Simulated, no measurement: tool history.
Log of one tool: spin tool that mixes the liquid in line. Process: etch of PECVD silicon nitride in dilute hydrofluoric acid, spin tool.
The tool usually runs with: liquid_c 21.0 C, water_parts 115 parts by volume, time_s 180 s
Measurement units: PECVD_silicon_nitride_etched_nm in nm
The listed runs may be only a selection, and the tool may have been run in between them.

run	day	liquid_c	water_parts	time_s	wafers since the last listed run	hours since the thermometer was replaced	hours since the hydrofluoric acid flow meter was replaced	hours since the gauge calibration	read-back film thickness of the PECVD silicon nitride reference wafer, read on the same gauge (nm)	PECVD_silicon_nitride_etched_nm
1	0.000	21.0	115	125	0	44.1	369.2	557.8	50.00	3.56
2	4.129	21.0	115	125	420	143.2	468.3	656.9	49.99	3.57
3	8.192	21.0	115	180	413	240.7	565.8	754.4	50.03	5.05
4	12.088	21.0	115	180	396	334.2	659.3	847.9	50.01	5.09
5	14.212	21.0	115	180	216	385.2	710.3	898.9	50.00	5.14
6	16.225	21.0	115	180	204	433.5	758.6	947.2	50.01	5.14
7	17.925	21.0	115	180	173	474.3	799.4	988.0	50.01	5.09
8	30.258	21.0	115	180	1255	770.3	1095.4	1284.0	49.97	5.04
9	32.062	21.0	115	180	183	813.6	1138.7	1327.3	49.96	5.04
10	34.242	21.0	115	180	221	865.9	1191.0	1379.6	50.04	5.04
11	35.933	21.0	115	180	172	906.5	1231.6	1420.2	49.99	4.97
12	38.646	21.0	115	180	276	971.6	1296.7	1485.3	50.00	5.02
# day 39.254: thermometer replaced
13	41.000	21.0	115	180	235	41.9	1353.2	1541.8	50.00	4.99
14	44.425	21.0	115	180	348	124.1	1435.4	1624.0	50.01	5.00
15	53.892	21.0	115	180	963	351.3	1662.6	1851.2	49.99	4.96
16	57.858	21.0	115	180	403	446.5	1757.8	1946.4	50.00	4.96
17	69.962	17.5	115	180	1232	737.0	2048.3	2236.9	50.01	3.89
18	72.346	24.5	70	285	242	794.2	2105.5	2294.1	49.99	16.06
# day 72.454: thermometer replaced
19	74.075	21.0	155	180	171	38.9	2147.0	2335.6	50.02	3.70
20	77.762	21.0	115	180	375	127.4	2235.5	2424.1	49.98	4.93
# day 77.900: hydrofluoric acid flow meter replaced
21	79.596	21.0	115	180	182	171.4	40.7	2468.1	49.98	4.79
22	83.100	25.5	140	180	356	255.5	124.8	2552.2	49.98	5.24
23	85.071	17.0	135	245	200	302.8	172.1	2599.5	50.00	4.24
# day 85.229: gauge calibrated
24	89.558	21.0	90	95	456	410.5	279.8	103.9	49.97	3.13
25	91.983	21.0	115	275	246	468.7	338.0	162.1	49.97	7.29
# day 93.529: hydrofluoric acid flow meter replaced, repeated, since the last time left the tool worse
26	96.446	17.0	115	100	450	575.8	70.0	269.2	50.03	2.20
27	98.596	25.0	170	180	218	627.4	121.6	320.8	50.00	4.49
28	101.346	21.0	115	180	279	693.4	187.6	386.8	49.99	5.08
29	103.233	21.0	115	180	192	738.7	232.9	432.1	49.97	5.04
30	106.692	19.5	145	180	352	821.7	315.9	515.1	49.97	3.70
31	109.850	18.0	90	180	321	897.5	391.7	590.9	49.98	5.28
32	112.004	17.0	150	270	219	949.2	443.4	642.6	50.01	4.54
# day 112.608: thermometer replaced
33	116.262	19.0	115	275	429	87.7	545.6	744.8	49.97	6.79

Hidden state at the last listed run before each entry between runs and at the first one after, where it differs:
From run 12 to run 13: thermometer replaced (day 39.254)
  hydrofluoric acid flow below the setpoint (%): 2.38 -> 2.48
  measured value less the no-hidden-state value, PECVD_silicon_nitride_etched_nm: -0.12 -> -0.12 nm
From run 18 to run 19: thermometer replaced (day 72.454)
  hydrofluoric acid flow below the setpoint (%): 3.82 -> 3.89
  measured value less the no-hidden-state value, PECVD_silicon_nitride_etched_nm: -0.63 -> -0.15 nm
From run 20 to run 21: hydrofluoric acid flow meter replaced (day 77.900)
  hydrofluoric acid flow below the setpoint (%): 4.05 -> 7.48
  measured value less the no-hidden-state value, PECVD_silicon_nitride_etched_nm: -0.20 -> -0.38 nm
From run 23 to run 24: gauge calibrated (day 85.229)
  hydrofluoric acid flow below the setpoint (%): 7.71 -> 7.9
  measured value less the no-hidden-state value, PECVD_silicon_nitride_etched_nm: -0.34 -> -0.26 nm
From run 25 to run 26: hydrofluoric acid flow meter replaced, repeated, since the last time left the tool worse (day 93.529)
  hydrofluoric acid flow below the setpoint (%): 8.01 -> 0.218
  measured value less the no-hidden-state value, PECVD_silicon_nitride_etched_nm: -0.62 -> +0.00 nm
From run 32 to run 33: thermometer replaced (day 112.608)
  hydrofluoric acid flow below the setpoint (%): 0.881 -> 1.06
  measured value less the no-hidden-state value, PECVD_silicon_nitride_etched_nm: -0.04 -> -0.07 nm
